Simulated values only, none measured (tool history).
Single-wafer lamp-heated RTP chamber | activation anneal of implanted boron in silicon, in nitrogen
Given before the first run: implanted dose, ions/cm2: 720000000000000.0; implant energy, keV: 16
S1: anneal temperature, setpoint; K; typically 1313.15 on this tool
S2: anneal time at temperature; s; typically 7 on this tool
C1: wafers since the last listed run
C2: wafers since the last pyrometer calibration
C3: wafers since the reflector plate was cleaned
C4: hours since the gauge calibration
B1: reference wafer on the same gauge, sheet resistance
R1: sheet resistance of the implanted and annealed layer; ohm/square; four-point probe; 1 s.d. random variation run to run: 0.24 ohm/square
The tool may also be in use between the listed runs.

| run | hour | S1 | S2 | C1 | C2 | C3 | C4 | B1 | R1 |
|---|---|---|---|---|---|---|---|---|---|
| 1 | 0.0 | 1313.15 | 7 | 0 | 1875 | 5435 | 118.8 | 180.33 | 156.40 |
| 2 | 22.7 | 1313.15 | 7 | 294 | 2169 | 5730 | 141.5 | 180.19 | 155.76 |
| 3 | 41.5 | 1313.15 | 7 | 244 | 2413 | 5974 | 160.3 | 180.10 | 156.45 |
| 4 | 70.6 | 1313.15 | 7 | 377 | 2791 | 6352 | 189.4 | 180.02 | 155.70 |
| 5 | 95.4 | 1313.15 | 7 | 321 | 3113 | 6674 | 214.2 | 179.96 | 155.65 |
|  | 123.4 | gauge calibrated |
| 6 | 124.3 | 1313.15 | 7 | 375 | 3488 | 7049 | 0.9 | 181.93 | 157.75 |
|  | 145.1 | pyrometer window cleaned and pyrometer calibrated |
| 7 | 145.8 | 1331.15 | 7 | 175 | 9 | 7224 | 22.4 | 181.37 | 156.02 |
| 8 | 174.1 | 1313.15 | 10 | 367 | 376 | 7592 | 50.7 | 181.00 | 156.19 |
| 9 | 188.9 | 1313.15 | 11 | 192 | 569 | 7784 | 65.5 | 180.80 | 156.24 |
| 10 | 206.4 | 1313.15 | 8 | 227 | 796 | 8011 | 83.0 | 180.64 | 156.20 |
| 11 | 239.2 | 1303.15 | 3 | 425 | 1222 | 8437 | 115.8 | 180.42 | 157.90 |
|  | 249.3 | reflector plate cleaned |
| 12 | 252.7 | 1338.15 | 7 | 71 | 1293 | 44 | 129.3 | 180.32 | 155.32 |
| 13 | 280.5 | 1313.15 | 7 | 360 | 1654 | 405 | 157.1 | 180.16 | 156.25 |
| 14 | 299.7 | 1289.15 | 9 | 249 | 1903 | 654 | 176.3 | 180.11 | 158.36 |
|  | 347.4 | gauge calibrated |
| 15 | 390.5 | 1324.15 | 4 | 1178 | 3082 | 1833 | 43.1 | 181.17 | 156.72 |
| 16 | 402.5 | 1328.15 | 10 | 155 | 3238 | 1989 | 55.1 | 180.99 | 155.87 |

Hidden state, per run?
true wafer temperature minus pyrometer reading, K: 0 across all the runs
wafer temperature error from the tarnished reflector plate, K: 0 across all the runs
H1: gauge reads high (%)
| run | H1 |
|---|---|
| 1 | -0.944 |
| 2 | -1.01 |
| 3 | -1.05 |
| 4 | -1.1 |
| 5 | -1.13 |
| 6 | -0.0821 |
| 7 | -0.32 |
| 8 | -0.556 |
| 9 | -0.653 |
| 10 | -0.747 |
| 11 | -0.881 |
| 12 | -0.923 |
| 13 | -0.991 |
| 14 | -1.03 |
| 15 | -0.451 |
| 16 | -0.538 |

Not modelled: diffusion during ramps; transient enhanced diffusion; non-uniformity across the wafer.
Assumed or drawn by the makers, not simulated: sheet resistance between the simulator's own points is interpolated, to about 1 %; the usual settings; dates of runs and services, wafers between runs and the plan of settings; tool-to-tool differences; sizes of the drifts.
